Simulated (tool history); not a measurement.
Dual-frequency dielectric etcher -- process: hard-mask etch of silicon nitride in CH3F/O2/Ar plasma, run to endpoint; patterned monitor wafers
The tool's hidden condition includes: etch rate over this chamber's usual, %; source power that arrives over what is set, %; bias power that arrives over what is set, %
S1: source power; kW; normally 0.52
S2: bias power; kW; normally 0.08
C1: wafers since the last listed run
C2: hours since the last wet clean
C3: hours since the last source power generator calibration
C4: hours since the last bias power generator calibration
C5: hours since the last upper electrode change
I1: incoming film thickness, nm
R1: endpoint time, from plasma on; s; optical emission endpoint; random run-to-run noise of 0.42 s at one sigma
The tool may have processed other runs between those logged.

Run 1, day 0: usual settings; C1 0; C2 421.5; C3 2928.7; C4 1219.6; C5 3887.3; I1 54.4. Result: R1 71.9 s.
Run 2, day 3.354: usual settings; C1 785; C2 502; C3 3009.2; C4 1300.1; C5 3967.8; I1 53.7. Result: R1 71.4 s.
At day 8.675: wet clean of the chamber.
Run 3, day 13.317: usual settings; C1 2098; C2 111.4; C3 3248.3; C4 1539.2; C5 4206.9; I1 53.4. Result: R1 68.9 s.
Run 4, day 17.712: usual settings; C1 1029; C2 216.9; C3 3353.8; C4 1644.7; C5 4312.4; I1 54.3. Result: R1 70.6 s.
Run 5, day 19.792: usual settings; C1 486; C2 266.8; C3 3403.7; C4 1694.6; C5 4362.3; I1 54.4. Result: R1 70.6 s.
At day 19.988: bias power generator calibrated.
Run 6, day 24.292: usual settings; C1 1014; C2 374.8; C3 3511.7; C4 103.3; C5 4470.3; I1 54.1. Result: R1 71.3 s.
Run 7, day 28.3: usual settings; C1 938; C2 471; C3 3607.9; C4 199.5; C5 4566.5; I1 54.3. Result: R1 72.8 s.
At day 33.55: wet clean of the chamber.
Run 8, day 33.571: usual settings; C1 999; C2 0.5; C3 3734.4; C4 326; C5 4693; I1 54.2. Result: R1 69 s.
Run 9, day 36.096: usual settings; C1 591; C2 61.1; C3 3795; C4 386.6; C5 4753.6; I1 54.9. Result: R1 70 s.
Run 10, day 38.717: usual settings; C1 613; C2 124; C3 3857.9; C4 449.5; C5 4816.5; I1 53.2. Result: R1 68.5 s.
Run 11, day 40.688: usual settings but S2 0.074 kW; C1 461; C2 171.3; C3 3905.2; C4 496.8; C5 4863.8; I1 53.2. Result: R1 70.9 s.
At day 41.871: source power generator calibrated.
Run 12, day 44.375: usual settings; C1 824; C2 259.8; C3 60.1; C4 585.3; C5 4952.3; I1 53.8. Result: R1 69.6 s.
Run 13, day 47.042: usual settings; C1 624; C2 323.8; C3 124.1; C4 649.3; C5 5016.3; I1 53.3. Result: R1 69.3 s.
Run 14, day 49.725: usual settings but S1 0.58 kW, S2 0.069 kW; C1 628; C2 388.2; C3 188.5; C4 713.7; C5 5080.7; I1 53.6. Result: R1 71.2 s.
At day 57.621: upper electrode replaced.
At day 57.838: wet clean of the chamber.
Run 15, day 60.233: usual settings but S1 0.58 kW, S2 0.069 kW; C1 2175; C2 57.5; C3 440.7; C4 965.9; C5 62.7; I1 54. Result: R1 70.4 s.
Run 16, day 64.625: usual settings but S1 0.58 kW, S2 0.069 kW; C1 1028; C2 162.9; C3 546.1; C4 1071.3; C5 168.1; I1 53.9. Result: R1 71.3 s.
Run 17, day 67.604: usual settings but S2 0.065 kW; C1 697; C2 234.4; C3 617.6; C4 1142.8; C5 239.6; I1 52.9. Result: R1 76.2 s.
Run 18, day 71.962: usual settings; C1 1020; C2 339; C3 722.2; C4 1247.4; C5 344.2; I1 53.1. Result: R1 69.7 s.
Run 19, day 75.021: usual settings but S1 0.59 kW, S2 0.095 kW; C1 715; C2 412.4; C3 795.6; C4 1320.8; C5 417.6; I1 53.5. Result: R1 61.8 s.
At day 80.083: bias power generator calibrated.
Run 20, day 80.35: usual settings but S1 0.43 kW, S2 0.07 kW; C1 1208; C2 540.3; C3 923.5; C4 6.4; C5 545.5; I1 53.8. Result: R1 83.8 s.
At day 85.5: wet clean of the chamber.
Run 21, day 85.521: usual settings but S1 0.41 kW, S2 0.067 kW; C1 976; C2 0.5; C3 1047.6; C4 130.5; C5 669.6; I1 53.6. Result: R1 81.9 s.
Run 22, day 88.304: usual settings but S1 0.56 kW, S2 0.072 kW; C1 651; C2 67.3; C3 1114.4; C4 197.3; C5 736.4; I1 54. Result: R1 69.2 s.
Run 23, day 92.212: usual settings; C1 914; C2 161.1; C3 1208.2; C4 291.1; C5 830.2; I1 53.7. Result: R1 69.2 s.
Run 24, day 93.817: usual settings but S1 0.64 kW, S2 0.093 kW; C1 375; C2 199.6; C3 1246.7; C4 329.6; C5 868.7; I1 53.9. Result: R1 59 s.
Run 25, day 96.262: usual settings but S2 0.064 kW; C1 572; C2 258.3; C3 1305.4; C4 388.3; C5 927.4; I1 53.7. Result: R1 76.7 s.
Run 26, day 100.246: usual settings; C1 932; C2 353.9; C3 1401; C4 483.9; C5 1023; I1 53.9. Result: R1 69.6 s.
Run 27, day 103.971: usual settings but S1 0.57 kW, S2 0.063 kW; C1 872; C2 443.3; C3 1490.4; C4 573.3; C5 1112.4; I1 53.7. Result: R1 75.6 s.
Run 28, day 105.608: usual settings but S1 0.61 kW, S2 0.061 kW; C1 383; C2 482.6; C3 1529.7; C4 612.6; C5 1151.7; I1 53.7. Result: R1 73.7 s.
Run 29, day 107.179: usual settings; C1 367; C2 520.3; C3 1567.4; C4 650.3; C5 1189.4; I1 53.5. Result: R1 70.7 s.
At day 109.054: wet clean of the chamber.
Run 30, day 109.075: usual settings but S1 0.64 kW, S2 0.094 kW; C1 209; C2 0.5; C3 1612.9; C4 695.8; C5 1234.9; I1 54.1. Result: R1 58.1 s.
Run 31, day 111.283: usual settings but S1 0.47 kW, S2 0.063 kW; C1 516; C2 53.5; C3 1665.9; C4 748.8; C5 1287.9; I1 53.4. Result: R1 79.7 s.
Run 32, day 113.854: usual settings but S1 0.64 kW, S2 0.085 kW; C1 601; C2 115.2; C3 1727.6; C4 810.5; C5 1349.6; I1 54.1. Result: R1 61.2 s.
Run 33, day 118.221: usual settings but S1 0.41 kW; C1 1022; C2 220; C3 1832.4; C4 915.3; C5 1454.4; I1 53.7. Result: R1 76.8 s.
Run 34, day 120.704: usual settings; C1 581; C2 279.6; C3 1892; C4 974.9; C5 1514; I1 53.8. Result: R1 70 s.
Run 35, day 124.833: usual settings; C1 966; C2 378.7; C3 1991.1; C4 1074; C5 1613.1; I1 53.4. Result: R1 70.4 s.

Run-by-run hidden state of the tool:
source power that arrives over what is set, %: 0 on each run
bias power that arrives over what is set, %: 0 on each run
H1: etch rate over this chamber's usual, %
run      H1
  1   -3.95
  2   -4.63
  3   -1.17
  4   -2.06
  5   -2.48
  6    -3.4
  7   -4.21
  8  0.0754
  9  -0.437
 10  -0.968
 11   -1.37
 12   -2.12
 13   -2.66
 14    -3.2
 15   -1.04
 16   -1.93
 17   -2.54
 18   -3.42
 19   -4.04
 20   -5.12
 21    0.16
 22  -0.404
 23    -1.2
 24   -1.52
 25   -2.02
 26   -2.83
 27   -3.58
 28   -3.91
 29   -4.23
 30  -0.158
 31  -0.606
 32   -1.13
 33   -2.01
 34   -2.52
 35   -3.35
